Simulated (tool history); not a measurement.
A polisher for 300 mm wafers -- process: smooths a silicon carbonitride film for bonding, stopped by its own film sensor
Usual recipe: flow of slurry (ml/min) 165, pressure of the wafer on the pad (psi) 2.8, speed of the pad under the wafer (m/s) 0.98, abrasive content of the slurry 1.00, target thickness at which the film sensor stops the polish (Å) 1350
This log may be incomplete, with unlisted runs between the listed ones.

| run | hour | flow of slurry (ml/min) | pressure of the wafer on the pad (psi) | speed of the pad under the wafer (m/s) | abrasive content of the slurry | target thickness at which the film sensor stops the polish (Å) | wafers since the last listed run | wafers polished on this pad | hours since the slurry nozzle was cleaned | hours since the head pressure was calibrated | hours since the slurry blender was calibrated | incoming thickness of the incoming film, nm | time until the film sensor stopped the polish (s) |
|---|---|---|---|---|---|---|---|---|---|---|---|---|---|
| 1 | 0.0 | 165 | 2.8 | 0.98 | 1.00 | 1350 | 0 | 2263 | 407.7 | 298.6 | 175.3 | 169.2 | 111.7 |
|  | 27.9 | head pressure recalibrated |
| 2 | 30.9 | 165 | 2.8 | 0.98 | 1.00 | 1350 | 282 | 2546 | 438.6 | 3.0 | 206.2 | 167.3 | 95.7 |
| 3 | 88.0 | 165 | 2.8 | 0.98 | 1.00 | 1350 | 558 | 3104 | 495.7 | 60.1 | 263.3 | 170.3 | 99.7 |
|  | 109.4 | worn pad replaced by a new one |
| 4 | 118.4 | 165 | 2.8 | 0.98 | 1.00 | 1350 | 258 | 88 | 526.1 | 90.5 | 293.7 | 171.7 | 109.4 |
|  | 178.7 | slurry nozzle cleaned |
|  | 180.3 | slurry blender recalibrated |
| 5 | 184.8 | 165 | 2.8 | 0.98 | 1.00 | 1350 | 623 | 712 | 6.1 | 156.9 | 4.5 | 169.4 | 107.6 |
| 6 | 223.2 | 165 | 2.8 | 0.98 | 1.00 | 1350 | 375 | 1088 | 44.5 | 195.3 | 42.9 | 172.4 | 113.0 |
| 7 | 258.7 | 165 | 2.8 | 1.08 | 1.00 | 1350 | 347 | 1435 | 80.0 | 230.8 | 78.4 | 169.4 | 98.3 |
| 8 | 321.4 | 165 | 2.8 | 0.98 | 1.00 | 1350 | 613 | 2048 | 142.7 | 293.5 | 141.1 | 170.6 | 114.5 |
|  | 364.6 | head pressure recalibrated |
|  | 482.8 | worn pad replaced by a new one |
| 9 | 495.7 | 165 | 2.8 | 0.98 | 1.00 | 1350 | 1646 | 126 | 317.0 | 131.1 | 315.4 | 171.1 | 109.5 |
| 10 | 526.5 | 165 | 2.8 | 0.98 | 1.00 | 1350 | 301 | 427 | 347.8 | 161.9 | 346.2 | 168.2 | 99.2 |
|  | 567.4 | slurry blender recalibrated |
| 11 | 569.1 | 165 | 2.8 | 0.98 | 1.00 | 1350 | 397 | 824 | 390.4 | 204.5 | 1.7 | 167.6 | 105.3 |
| 12 | 639.3 | 165 | 2.8 | 0.98 | 1.00 | 1410 | 686 | 1511 | 460.6 | 274.7 | 71.9 | 169.4 | 91.7 |
| 13 | 684.0 | 165 | 2.8 | 0.98 | 1.00 | 1350 | 437 | 1948 | 505.3 | 319.4 | 116.6 | 170.1 | 115.4 |
|  | 690.5 | head pressure recalibrated |
|  | 744.2 | slurry nozzle cleaned |
| 14 | 751.2 | 165 | 2.4 | 0.98 | 1.00 | 1350 | 628 | 2577 | 7.0 | 60.7 | 183.8 | 168.1 | 117.9 |
| 15 | 787.3 | 165 | 2.8 | 0.98 | 1.00 | 1350 | 353 | 2930 | 43.1 | 96.8 | 219.9 | 173.2 | 110.9 |
|  | 792.6 | worn pad replaced by a new one, of another model than before |
| 16 | 819.6 | 195 | 2.8 | 0.72 | 1.00 | 1380 | 276 | 263 | 75.4 | 129.1 | 252.2 | 167.1 | 97.6 |
| 17 | 878.9 | 165 | 2.3 | 1.18 | 1.00 | 1290 | 580 | 843 | 134.7 | 188.4 | 311.5 | 169.7 | 130.7 |
|  | 902.9 | slurry blender recalibrated |
| 18 | 921.5 | 165 | 2.8 | 1.08 | 1.00 | 1290 | 397 | 1241 | 177.3 | 231.0 | 18.6 | 169.6 | 119.2 |
| 19 | 948.0 | 115 | 3.5 | 0.98 | 0.85 | 1240 | 259 | 1500 | 203.8 | 257.5 | 45.1 | 169.6 | 135.2 |

The next listed run, before its measurement:
| 20 | 984.1 | 165 | 2.8 | 0.98 | 1.00 | 1350 | 353 | 1853 | 239.9 | 293.6 | 81.2 | 170.5 | ? |

For run 20 the tool returned time until the film sensor stopped the polish (s) 111.7.
Were there no unlogged condition in the tool, this run, its random variation unchanged, would have produced time until the film sensor stopped the polish (s) 104.9.
